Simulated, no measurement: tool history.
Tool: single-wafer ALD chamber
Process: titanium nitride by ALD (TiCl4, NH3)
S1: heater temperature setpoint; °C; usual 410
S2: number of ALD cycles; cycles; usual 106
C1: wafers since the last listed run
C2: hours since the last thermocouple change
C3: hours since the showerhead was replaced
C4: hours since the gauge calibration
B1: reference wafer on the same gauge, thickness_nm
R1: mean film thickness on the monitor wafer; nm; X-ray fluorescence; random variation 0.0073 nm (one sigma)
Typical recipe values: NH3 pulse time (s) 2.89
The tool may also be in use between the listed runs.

Run 1, hour 0: usual settings but S1 415 °C, S2 111 cycles; C1 0; C2 1622.8; C3 5532.4; C4 975.1; B1 1.931. Result: R1 2.203 nm.
Run 2, hour 71.3: usual settings; C1 100; C2 1694.1; C3 5603.7; C4 1046.4; B1 1.931. Result: R1 2.105 nm.
Run 3, hour 126.5: usual settings; C1 77; C2 1749.3; C3 5658.9; C4 1101.6; B1 1.928. Result: R1 2.103 nm.
Run 4, hour 152.6: usual settings; C1 36; C2 1775.4; C3 5685; C4 1127.7; B1 1.928. Result: R1 2.1 nm.
Run 5, hour 179.9: usual settings; C1 38; C2 1802.7; C3 5712.3; C4 1155; B1 1.927. Result: R1 2.089 nm.
Run 6, hour 251.3: usual settings; C1 100; C2 1874.1; C3 5783.7; C4 1226.4; B1 1.926. Result: R1 2.084 nm.
Run 7, hour 311.1: usual settings; C1 84; C2 1933.9; C3 5843.5; C4 1286.2; B1 1.926. Result: R1 2.094 nm.
Run 8, hour 357.8: usual settings but S1 403 °C; C1 65; C2 1980.6; C3 5890.2; C4 1332.9; B1 1.926. Result: R1 2.09 nm.
Run 9, hour 410.8: usual settings but S1 403 °C; C1 74; C2 2033.6; C3 5943.2; C4 1385.9; B1 1.923. Result: R1 2.093 nm.
Run 10, hour 459.5: usual settings but S2 121 cycles; C1 68; C2 2082.3; C3 5991.9; C4 1434.6; B1 1.923. Result: R1 2.401 nm.
Run 11, hour 524: usual settings but S2 121 cycles; C1 91; C2 2146.8; C3 6056.4; C4 1499.1; B1 1.924. Result: R1 2.4 nm.
Run 12, hour 556: usual settings but S2 121 cycles; C1 45; C2 2178.8; C3 6088.4; C4 1531.1; B1 1.919. Result: R1 2.39 nm.
At hour 568.1: showerhead replaced.
At hour 572.4: gauge calibrated.
Run 13, hour 609.9: usual settings; C1 64; C2 2232.7; C3 41.8; C4 37.5; B1 1.992. Result: R1 2.173 nm.
At hour 633.5: thermocouple changed; heater temperature recalibrated.
Run 14, hour 663.5: usual settings but NH3 pulse time (s) 2.18; C1 64; C2 30; C3 95.4; C4 91.1; B1 1.988. Result: R1 2.153 nm.
Run 15, hour 716.6: usual settings; C1 75; C2 83.1; C3 148.5; C4 144.2; B1 1.979. Result: R1 2.158 nm.
Run 16, hour 768.7: usual settings; C1 73; C2 135.2; C3 200.6; C4 196.3; B1 1.977. Result: R1 2.149 nm.
Run 17, hour 922.5: usual settings; C1 217; C2 289; C3 354.4; C4 350.1; B1 1.967. Result: R1 2.13 nm.
Run 18, hour 967.3: usual settings but S1 417 °C, S2 120 cycles; C1 63; C2 333.8; C3 399.2; C4 394.9; B1 1.961. Result: R1 2.426 nm.
Run 19, hour 1007.5: usual settings but S1 400 °C; C1 56; C2 374; C3 439.4; C4 435.1; B1 1.962. Result: R1 2.133 nm.
Run 20, hour 1040.3: usual settings but NH3 pulse time (s) 1.98; C1 46; C2 406.8; C3 472.2; C4 467.9; B1 1.957. Result: R1 2.116 nm.
Run 21, hour 1101.7: usual settings but S2 89 cycles; C1 86; C2 468.2; C3 533.6; C4 529.3; B1 1.957. Result: R1 1.798 nm.
Run 22, hour 1167.7: usual settings but S1 397 °C, S2 115 cycles; C1 93; C2 534.2; C3 599.6; C4 595.3; B1 1.955. Result: R1 2.291 nm.
Run 23, hour 1223.3: usual settings but S1 419 °C; C1 78; C2 589.8; C3 655.2; C4 650.9; B1 1.95. Result: R1 2.133 nm.
Run 24, hour 1291.1: usual settings but S1 402 °C, S2 118 cycles, NH3 pulse time (s) 2.15; C1 95; C2 657.6; C3 723; C4 718.7; B1 1.946. Result: R1 2.344 nm.
Run 25, hour 1352.2: usual settings but S1 423 °C, S2 88 cycles, NH3 pulse time (s) 1.77; C1 86; C2 718.7; C3 784.1; C4 779.8; B1 1.948. Result: R1 1.747 nm.
Run 26, hour 1400.3: usual settings but S1 405 °C, S2 100 cycles, NH3 pulse time (s) 3.6; C1 67; C2 766.8; C3 832.2; C4 827.9; B1 1.942. Result: R1 2.012 nm.

How the hidden state differs across the entries between the runs, from the last listed run before each to the first after it:
Run 12 -> run 13: showerhead replaced (hour 568.1); gauge calibrated (hour 572.4)
  gauge reads high (%): -3.36 -> 0.155
  the result without the hidden state subtracted from the measured one, R1: -0.083 -> +0.003 nm
Run 13 -> run 14: thermocouple changed; heater temperature recalibrated (hour 633.5)
  gauge reads high (%): 0.155 -> -0.143
  the result without the hidden state subtracted from the measured one, R1: +0.003 -> -0.003 nm
